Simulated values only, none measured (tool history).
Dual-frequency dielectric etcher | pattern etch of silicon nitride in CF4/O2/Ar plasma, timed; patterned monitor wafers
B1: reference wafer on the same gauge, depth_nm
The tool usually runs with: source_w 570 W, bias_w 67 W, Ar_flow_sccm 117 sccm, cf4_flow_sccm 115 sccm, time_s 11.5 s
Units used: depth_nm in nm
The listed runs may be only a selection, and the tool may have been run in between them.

{"run": 1, "hour": 0.0, "source_w": 570, "bias_w": 51, "Ar_flow_sccm": 117, "cf4_flow_sccm": 115, "time_s": 9.5, "B1": 23.91, "depth_nm": 22.15}
{"hour": 197.4, "done": "wet clean of the chamber"}
{"run": 2, "hour": 202.7, "source_w": 610, "bias_w": 67, "Ar_flow_sccm": 130, "cf4_flow_sccm": 115, "time_s": 11.5, "B1": 23.88, "depth_nm": 31.19}
{"run": 3, "hour": 269.8, "source_w": 450, "bias_w": 67, "Ar_flow_sccm": 108, "cf4_flow_sccm": 124, "time_s": 11.5, "B1": 23.9, "depth_nm": 22.85}
{"run": 4, "hour": 371.0, "source_w": 660, "bias_w": 67, "Ar_flow_sccm": 117, "cf4_flow_sccm": 136, "time_s": 11.5, "B1": 23.89, "depth_nm": 34.57}
{"hour": 448.9, "done": "CF4 flow controller replaced"}
{"hour": 452.7, "done": "upper electrode replaced, of another model than before"}
{"run": 5, "hour": 461.2, "source_w": 570, "bias_w": 67, "Ar_flow_sccm": 137, "cf4_flow_sccm": 115, "time_s": 11.5, "B1": 23.9, "depth_nm": 28.68}
{"run": 6, "hour": 535.8, "source_w": 450, "bias_w": 67, "Ar_flow_sccm": 108, "cf4_flow_sccm": 124, "time_s": 11.5, "B1": 23.88, "depth_nm": 19.05}
{"hour": 541.2, "done": "gauge calibrated"}
{"run": 7, "hour": 607.3, "source_w": 570, "bias_w": 67, "Ar_flow_sccm": 117, "cf4_flow_sccm": 115, "time_s": 11.5, "B1": 23.86, "depth_nm": 29.16}
{"run": 8, "hour": 662.1, "source_w": 570, "bias_w": 67, "Ar_flow_sccm": 134, "cf4_flow_sccm": 115, "time_s": 9, "B1": 23.86, "depth_nm": 22.66}
{"run": 9, "hour": 768.5, "source_w": 570, "bias_w": 67, "Ar_flow_sccm": 117, "cf4_flow_sccm": 115, "time_s": 11.5, "B1": 23.87, "depth_nm": 29.49}
{"run": 10, "hour": 811.6, "source_w": 680, "bias_w": 67, "Ar_flow_sccm": 95, "cf4_flow_sccm": 126, "time_s": 11.5, "B1": 23.89, "depth_nm": 39.99}
{"run": 11, "hour": 871.8, "source_w": 690, "bias_w": 76, "Ar_flow_sccm": 98, "cf4_flow_sccm": 115, "time_s": 11.5, "B1": 23.88, "depth_nm": 41.18}
{"run": 12, "hour": 971.6, "source_w": 570, "bias_w": 67, "Ar_flow_sccm": 117, "cf4_flow_sccm": 115, "time_s": 11.5, "B1": 23.89, "depth_nm": 29.6}
{"hour": 983.8, "done": "Ar flow controller replaced"}
{"hour": 1020.3, "done": "wet clean of the chamber"}
{"run": 13, "hour": 1267.8, "source_w": 570, "bias_w": 54, "Ar_flow_sccm": 117, "cf4_flow_sccm": 86, "time_s": 8.5, "B1": 23.9, "depth_nm": 20.82}
{"run": 14, "hour": 1308.8, "source_w": 500, "bias_w": 83, "Ar_flow_sccm": 138, "cf4_flow_sccm": 115, "time_s": 11.5, "B1": 23.9, "depth_nm": 24.47}
{"run": 15, "hour": 1409.6, "source_w": 450, "bias_w": 67, "Ar_flow_sccm": 108, "cf4_flow_sccm": 124, "time_s": 11.5, "B1": 23.91, "depth_nm": 19.73}
{"run": 16, "hour": 1467.2, "source_w": 620, "bias_w": 67, "Ar_flow_sccm": 117, "cf4_flow_sccm": 129, "time_s": 11.5, "B1": 23.91, "depth_nm": 35.28}
{"run": 17, "hour": 1518.7, "source_w": 570, "bias_w": 53, "Ar_flow_sccm": 117, "cf4_flow_sccm": 128, "time_s": 11.5, "B1": 23.92, "depth_nm": 29.72}
{"run": 18, "hour": 1602.1, "source_w": 570, "bias_w": 67, "Ar_flow_sccm": 117, "cf4_flow_sccm": 115, "time_s": 11.5, "B1": 23.9, "depth_nm": 30.76}
{"hour": 1653.0, "done": "bias power generator calibrated"}
{"run": 19, "hour": 1671.9, "source_w": 570, "bias_w": 67, "Ar_flow_sccm": 117, "cf4_flow_sccm": 127, "time_s": 11.5, "B1": 23.91, "depth_nm": 31.2}
{"run": 20, "hour": 1723.7, "source_w": 520, "bias_w": 67, "Ar_flow_sccm": 117, "cf4_flow_sccm": 115, "time_s": 11.5, "B1": 23.9, "depth_nm": 26.33}
{"run": 21, "hour": 1761.2, "source_w": 570, "bias_w": 67, "Ar_flow_sccm": 129, "cf4_flow_sccm": 127, "time_s": 11.5, "B1": 23.9, "depth_nm": 30.95}
{"run": 22, "hour": 1801.7, "source_w": 570, "bias_w": 67, "Ar_flow_sccm": 117, "cf4_flow_sccm": 115, "time_s": 11.5, "B1": 23.88, "depth_nm": 30.98}

Difference, measured minus no-hidden-state, one row per run. Run-to-run variation is common to both terms; the gauge's own scatter need not be:
Hidden state at play: etch rate over this chamber's usual, %; source power that arrives over what is set, %; bias power that arrives over what is set, %; Ar flow that arrives over what is set, %; CF4 flow that arrives over what is set, %; gauge reads high (%).
run=1 depth_nm=-0.04
run=2 depth_nm=-0.03
run=3 depth_nm=-0.01
run=4 depth_nm=+0.02
run=5 depth_nm=+0.07
run=6 depth_nm=+0.07
run=7 depth_nm=+0.17
run=8 depth_nm=+0.16
run=9 depth_nm=+0.31
run=10 depth_nm=+0.48
run=11 depth_nm=+0.58
run=12 depth_nm=+0.53
run=13 depth_nm=+0.64
run=14 depth_nm=+0.8
run=15 depth_nm=+0.75
run=16 depth_nm=+1.46
run=17 depth_nm=+1.31
run=18 depth_nm=+1.51
run=19 depth_nm=+1.67
run=20 depth_nm=+1.48
run=21 depth_nm=+1.82
run=22 depth_nm=+1.9

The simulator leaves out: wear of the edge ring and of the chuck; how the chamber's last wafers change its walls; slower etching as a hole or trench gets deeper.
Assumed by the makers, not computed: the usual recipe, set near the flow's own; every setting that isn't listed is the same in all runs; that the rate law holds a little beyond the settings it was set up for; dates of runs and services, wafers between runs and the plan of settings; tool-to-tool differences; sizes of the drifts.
